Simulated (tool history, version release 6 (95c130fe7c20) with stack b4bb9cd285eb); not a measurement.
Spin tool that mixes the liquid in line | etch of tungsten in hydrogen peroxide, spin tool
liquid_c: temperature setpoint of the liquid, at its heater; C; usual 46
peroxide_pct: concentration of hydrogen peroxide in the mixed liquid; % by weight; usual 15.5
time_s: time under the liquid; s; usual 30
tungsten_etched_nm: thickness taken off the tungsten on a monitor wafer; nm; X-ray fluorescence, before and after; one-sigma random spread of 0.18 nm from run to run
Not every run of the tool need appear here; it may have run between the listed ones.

| run | hour | liquid_c | peroxide_pct | time_s | wafers since the last listed run | hours since the thermometer was replaced | hours since the peroxide flow meter was replaced | hours since the heated supply line was repaired | hours since the drum of peroxide was connected | hours since the gauge calibration | read-back film thickness of the tungsten reference wafer, read on the same gauge (nm) | tungsten_etched_nm |
|---|---|---|---|---|---|---|---|---|---|---|---|---|
| 1 | 0 | 46 | 15.5 | 30 | 0 | 1094.3 | 268.1 | 12.8 | 209.3 | 117.4 | 79.98 | 23.66 |
| 2 | 34.6 | 46 | 14.5 | 30 | 367 | 1128.9 | 302.7 | 47.4 | 243.9 | 152 | 79.98 | 23.08 |
| 3 | 71.8 | 46 | 15.5 | 15 | 395 | 1166.1 | 339.9 | 84.6 | 281.1 | 189.2 | 79.97 | 11.73 |
| 4 | 109.7 | 46 | 15.5 | 15 | 402 | 1204 | 377.8 | 122.5 | 319 | 227.1 | 80.05 | 11.77 |
| 5 | 135 | 46 | 15.5 | 30 | 268 | 1229.3 | 403.1 | 147.8 | 344.3 | 252.4 | 80.01 | 23.43 |
|  | 166.5 | new drum of peroxide connected |
| 6 | 187.3 | 46 | 15.5 | 30 | 545 | 1281.6 | 455.4 | 200.1 | 20.8 | 304.7 | 80.02 | 24.32 |
| 7 | 256.4 | 46 | 15.5 | 30 | 734 | 1350.7 | 524.5 | 269.2 | 89.9 | 373.8 | 79.98 | 24.43 |
| 8 | 312.6 | 46 | 15.5 | 30 | 597 | 1406.9 | 580.7 | 325.4 | 146.1 | 430 | 79.99 | 24.13 |
| 9 | 343 | 46 | 18.5 | 30 | 323 | 1437.3 | 611.1 | 355.8 | 176.5 | 460.4 | 79.97 | 26.14 |
| 10 | 398.6 | 46 | 18.5 | 30 | 590 | 1492.9 | 666.7 | 411.4 | 232.1 | 516 | 80 | 25.76 |
| 11 | 449.4 | 46 | 15.5 | 30 | 539 | 1543.7 | 717.5 | 462.2 | 282.9 | 566.8 | 80.01 | 23.31 |
|  | 501.7 | new drum of peroxide connected |
|  | 502.1 | gauge calibrated |
| 12 | 504 | 52 | 19 | 15 | 569 | 1598.3 | 772.1 | 516.8 | 2.3 | 1.9 | 79.97 | 19.22 |
| 13 | 574.2 | 46 | 15.5 | 30 | 746 | 1668.5 | 842.3 | 587 | 72.5 | 72.1 | 80.01 | 24.38 |
|  | 576.6 | heated supply line repaired |
|  | 611.3 | thermometer replaced |
| 14 | 640.2 | 40 | 18.5 | 15 | 680 | 28.9 | 908.3 | 63.6 | 138.5 | 138.1 | 80.03 | 8.95 |
| 15 | 680.5 | 55 | 17 | 40 | 428 | 69.2 | 948.6 | 103.9 | 178.8 | 178.4 | 79.98 | 56.79 |
| 16 | 718.8 | 42.5 | 17.5 | 30 | 407 | 107.5 | 986.9 | 142.2 | 217.1 | 216.7 | 80.01 | 20 |
|  | 738.8 | peroxide flow meter replaced |
| 17 | 785.9 | 46 | 15.5 | 40 | 702 | 174.6 | 47.1 | 209.3 | 284.2 | 283.8 | 80.01 | 31.22 |
|  | 860.8 | new drum of peroxide connected |
| 18 | 916.4 | 36.5 | 15.5 | 30 | 1376 | 305.1 | 177.6 | 339.8 | 55.6 | 414.3 | 79.98 | 13.17 |
| 19 | 962.5 | 38 | 17 | 25 | 489 | 351.2 | 223.7 | 385.9 | 101.7 | 460.4 | 80.02 | 12.58 |
| 20 | 1034.4 | 46 | 15.5 | 30 | 764 | 423.1 | 295.6 | 457.8 | 173.6 | 532.3 | 80.01 | 24.01 |
|  | 1036.3 | gauge calibrated |
| 21 | 1079.6 | 38 | 20 | 30 | 480 | 468.3 | 340.8 | 503 | 218.8 | 43.3 | 79.97 | 16.07 |
| 22 | 1129.6 | 40 | 16.5 | 15 | 531 | 518.3 | 390.8 | 553 | 268.8 | 93.3 | 80 | 8.38 |

Here are 5 independent what-if runs from the current tool condition. What would each one return?
| A | 1130 | 46 | 15.5 | 30 | 4 | 518.7 | 391.2 | 553.4 | 269.2 | 93.7 | ? | ? |
| B | 1130 | 50 | 15.5 | 20 | 4 | 518.7 | 391.2 | 553.4 | 269.2 | 93.7 | ? | ? |
| C | 1130 | 36.5 | 15.5 | 15 | 4 | 518.7 | 391.2 | 553.4 | 269.2 | 93.7 | ? | ? |
| D | 1130 | 55.5 | 19.5 | 30 | 4 | 518.7 | 391.2 | 553.4 | 269.2 | 93.7 | ? | ? |
| E | 1130 | 46 | 19.5 | 40 | 4 | 518.7 | 391.2 | 553.4 | 269.2 | 93.7 | ? | ? |

| run | read-back film thickness of the tungsten reference wafer, read on the same gauge (nm) | tungsten_etched_nm |
|---|---|---|
| A | 79.98 | 23.94 |
| B | 79.98 | 20.44 |
| C | 79.98 | 6.48 |
| D | 79.98 | 47.86 |
| E | 79.98 | 35.8 |
Stripped of hidden state, with their random variation kept, the same runs would have yielded:
| run | tungsten_etched_nm |
|---|---|
| A | 24.69 |
| B | 21.09 |
| C | 6.68 |
| D | 49.37 |
| E | 36.93 |
